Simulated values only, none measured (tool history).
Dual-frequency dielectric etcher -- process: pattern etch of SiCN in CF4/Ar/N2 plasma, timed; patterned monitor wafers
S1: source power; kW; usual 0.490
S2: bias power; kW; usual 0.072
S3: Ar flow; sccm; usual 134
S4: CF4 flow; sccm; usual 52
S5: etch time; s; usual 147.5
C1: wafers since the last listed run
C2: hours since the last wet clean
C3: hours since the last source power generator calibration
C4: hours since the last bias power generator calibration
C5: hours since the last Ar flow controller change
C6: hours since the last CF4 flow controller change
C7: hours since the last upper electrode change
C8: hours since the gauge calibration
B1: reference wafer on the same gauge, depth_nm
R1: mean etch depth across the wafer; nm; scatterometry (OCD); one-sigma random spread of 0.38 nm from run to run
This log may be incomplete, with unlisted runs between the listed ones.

| run | hour | S1 | S2 | S3 | S4 | S5 | C1 | C2 | C3 | C4 | C5 | C6 | C7 | C8 | B1 | R1 |
|---|---|---|---|---|---|---|---|---|---|---|---|---|---|---|---|---|
| 1 | 0.0 | 0.490 | 0.072 | 134 | 52 | 147.5 | 0 | 132.8 | 98.0 | 5032.8 | 30.6 | 3105.2 | 5053.5 | 1191.3 | 135.0 | 142.7 |
| 2 | 12.2 | 0.490 | 0.072 | 134 | 52 | 147.5 | 69 | 145.0 | 110.2 | 5045.0 | 42.8 | 3117.4 | 5065.7 | 1203.5 | 134.9 | 143.3 |
|  | 13.4 | gauge calibrated |
| 3 | 32.1 | 0.490 | 0.072 | 122 | 52 | 184.5 | 112 | 164.9 | 130.1 | 5064.9 | 62.7 | 3137.3 | 5085.6 | 18.7 | 135.0 | 182.3 |
|  | 40.8 | CF4 flow controller replaced |
| 4 | 63.0 | 0.580 | 0.072 | 134 | 48 | 147.5 | 141 | 195.8 | 161.0 | 5095.8 | 93.6 | 22.2 | 5116.5 | 49.6 | 134.9 | 166.3 |
| 5 | 87.4 | 0.490 | 0.072 | 108 | 39 | 147.5 | 138 | 220.2 | 185.4 | 5120.2 | 118.0 | 46.6 | 5140.9 | 74.0 | 134.9 | 142.0 |
| 6 | 116.5 | 0.530 | 0.072 | 117 | 61 | 147.5 | 164 | 249.3 | 214.5 | 5149.3 | 147.1 | 75.7 | 5170.0 | 103.1 | 135.0 | 162.5 |
| 7 | 138.4 | 0.490 | 0.072 | 134 | 52 | 147.5 | 124 | 271.2 | 236.4 | 5171.2 | 169.0 | 97.6 | 5191.9 | 125.0 | 135.0 | 140.9 |
|  | 173.8 | upper electrode replaced |
| 8 | 174.3 | 0.490 | 0.065 | 134 | 52 | 172.5 | 67 | 307.1 | 272.3 | 5207.1 | 204.9 | 133.5 | 0.5 | 160.9 | 135.0 | 160.6 |
| 9 | 174.6 | 0.490 | 0.072 | 134 | 52 | 147.5 | 1 | 307.4 | 272.6 | 5207.4 | 205.2 | 133.8 | 0.8 | 161.2 | 135.0 | 140.8 |
| 10 | 187.0 | 0.490 | 0.072 | 134 | 52 | 158.5 | 70 | 319.8 | 285.0 | 5219.8 | 217.6 | 146.2 | 13.2 | 173.6 | 135.0 | 150.6 |
| 11 | 207.1 | 0.490 | 0.082 | 144 | 52 | 147.5 | 113 | 339.9 | 305.1 | 5239.9 | 237.7 | 166.3 | 33.3 | 193.7 | 134.9 | 141.7 |

Run 12, settings as shown, results not yet in. Your forecast:
| 12 | 238.8 | 0.530 | 0.072 | 134 | 52 | 147.5 | 179 | 371.6 | 336.8 | 5271.6 | 269.4 | 198.0 | 65.0 | 225.4 | ? | ? |

B1: 134.9
R1: 150.9 nm
Take away the tool's hidden state, keep the run-to-run variation as it was, and the same run would have given R1 156.4 nm.
